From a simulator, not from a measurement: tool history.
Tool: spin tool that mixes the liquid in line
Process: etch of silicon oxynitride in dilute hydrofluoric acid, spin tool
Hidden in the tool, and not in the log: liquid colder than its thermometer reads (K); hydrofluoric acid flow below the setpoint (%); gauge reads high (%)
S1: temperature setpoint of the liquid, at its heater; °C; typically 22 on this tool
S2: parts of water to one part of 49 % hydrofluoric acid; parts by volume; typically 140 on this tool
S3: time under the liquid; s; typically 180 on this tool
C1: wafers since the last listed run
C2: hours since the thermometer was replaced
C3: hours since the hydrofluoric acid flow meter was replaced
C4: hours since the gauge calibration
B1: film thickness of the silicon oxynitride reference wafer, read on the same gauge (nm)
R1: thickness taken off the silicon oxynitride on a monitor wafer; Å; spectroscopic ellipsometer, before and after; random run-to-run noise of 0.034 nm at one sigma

| run | hour | S1 | S2 | S3 | C1 | C2 | C3 | C4 | B1 | R1 |
|---|---|---|---|---|---|---|---|---|---|---|
| 1 | 0 | 22 | 170 | 265 | 0 | 1699.9 | 1044 | 812.8 | 120.028 | 25.32 |
|  | 14.6 | thermometer replaced |
| 2 | 16 | 22 | 120 | 180 | 84 | 1.4 | 1060 | 828.8 | 120.022 | 28.48 |
|  | 26.5 | gauge calibrated |
| 3 | 42.2 | 22 | 95 | 180 | 148 | 27.6 | 1086.2 | 15.7 | 119.977 | 36.37 |
|  | 75 | hydrofluoric acid flow meter replaced |
| 4 | 102.6 | 22 | 95 | 180 | 336 | 88 | 27.6 | 76.1 | 119.963 | 40.16 |
| 5 | 127.6 | 22 | 95 | 180 | 141 | 113 | 52.6 | 101.1 | 120.011 | 39.58 |
| 6 | 151 | 22 | 140 | 135 | 132 | 136.4 | 76 | 124.5 | 120.014 | 19.53 |
| 7 | 172 | 22 | 140 | 135 | 118 | 157.4 | 97 | 145.5 | 119.972 | 19.43 |
| 8 | 200.5 | 22 | 140 | 180 | 161 | 185.9 | 125.5 | 174 | 120.017 | 26.07 |
| 9 | 232.5 | 20 | 140 | 180 | 181 | 217.9 | 157.5 | 206 | 119.992 | 23.32 |
| 10 | 250.3 | 25 | 105 | 245 | 100 | 235.7 | 175.3 | 223.8 | 120.002 | 53.85 |
| 11 | 266 | 22 | 140 | 260 | 88 | 251.4 | 191 | 239.5 | 119.971 | 36.92 |
| 12 | 290.9 | 22 | 140 | 180 | 140 | 276.3 | 215.9 | 264.4 | 120.006 | 25.03 |
| 13 | 313.3 | 27 | 180 | 70 | 126 | 298.7 | 238.3 | 286.8 | 120.02 | 9.39 |
| 14 | 332.3 | 22 | 140 | 150 | 107 | 317.7 | 257.3 | 305.8 | 119.989 | 21.45 |
| 15 | 357 | 26.5 | 170 | 125 | 139 | 342.4 | 282 | 330.5 | 119.957 | 16.88 |
| 16 | 391.4 | 20.5 | 115 | 215 | 194 | 376.8 | 316.4 | 364.9 | 119.995 | 33.9 |
| 17 | 408.9 | 20 | 70 | 180 | 99 | 394.3 | 333.9 | 382.4 | 120.039 | 48.07 |
| 18 | 426.7 | 19 | 180 | 285 | 100 | 412.1 | 351.7 | 400.2 | 120.01 | 25.58 |
| 19 | 455.9 | 20.5 | 140 | 220 | 165 | 441.3 | 380.9 | 429.4 | 119.979 | 28.34 |
| 20 | 480.3 | 22 | 190 | 180 | 138 | 465.7 | 405.3 | 453.8 | 119.975 | 17.01 |
| 21 | 498.8 | 17.5 | 140 | 180 | 104 | 484.2 | 423.8 | 472.3 | 120.02 | 20.35 |
| 22 | 533.3 | 22 | 140 | 180 | 195 | 518.7 | 458.3 | 506.8 | 120.014 | 24.85 |
| 23 | 561.4 | 22 | 100 | 180 | 159 | 546.8 | 486.4 | 534.9 | 120.015 | 35.24 |
| 24 | 586.5 | 17.5 | 120 | 80 | 142 | 571.9 | 511.5 | 560 | 119.973 | 10.38 |
| 25 | 607.6 | 22 | 140 | 115 | 119 | 593 | 532.6 | 581.1 | 119.99 | 15.22 |
| 26 | 628.1 | 24 | 140 | 180 | 116 | 613.5 | 553.1 | 601.6 | 119.966 | 26.87 |
| 27 | 659.6 | 22 | 140 | 180 | 178 | 645 | 584.6 | 633.1 | 120.029 | 23.06 |
| 28 | 683.8 | 23.5 | 90 | 180 | 137 | 669.2 | 608.8 | 657.3 | 120 | 40.25 |
| 29 | 701.7 | 22 | 140 | 180 | 101 | 687.1 | 626.7 | 675.2 | 119.969 | 23.81 |
| 30 | 724.2 | 19.5 | 140 | 180 | 127 | 709.6 | 649.2 | 697.7 | 120.015 | 21.55 |
| 31 | 743.7 | 22 | 200 | 180 | 110 | 729.1 | 668.7 | 717.2 | 120.041 | 15.77 |
| 32 | 756.1 | 22 | 200 | 255 | 70 | 741.5 | 681.1 | 729.6 | 119.985 | 22.24 |
| 33 | 770.8 | 22 | 140 | 280 | 83 | 756.2 | 695.8 | 744.3 | 119.97 | 36.49 |

Hidden state at the last listed run before each entry between runs and at the first one after, where it differs:
In the gap between runs 1 and 2: thermometer replaced (hour 14.6)
  liquid colder than its thermometer reads (K): 2.51 -> 0.244; hydrofluoric acid flow below the setpoint (%): 10.3 -> 10.5
  what was measured, less what the result would be without the hidden state, R1: -6.84 -> -4.04 Å
In the gap between runs 2 and 3: gauge calibrated (hour 26.5)
  liquid colder than its thermometer reads (K): 0.244 -> 0.28; hydrofluoric acid flow below the setpoint (%): 10.5 -> 10.7
  what was measured, less what the result would be without the hidden state, R1: -4.04 -> -5.29 Å
In the gap between runs 3 and 4: hydrofluoric acid flow meter replaced (hour 75)
  liquid colder than its thermometer reads (K): 0.28 -> 0.363; hydrofluoric acid flow below the setpoint (%): 10.7 -> 1.67
  what was measured, less what the result would be without the hidden state, R1: -5.29 -> -1.45 Å

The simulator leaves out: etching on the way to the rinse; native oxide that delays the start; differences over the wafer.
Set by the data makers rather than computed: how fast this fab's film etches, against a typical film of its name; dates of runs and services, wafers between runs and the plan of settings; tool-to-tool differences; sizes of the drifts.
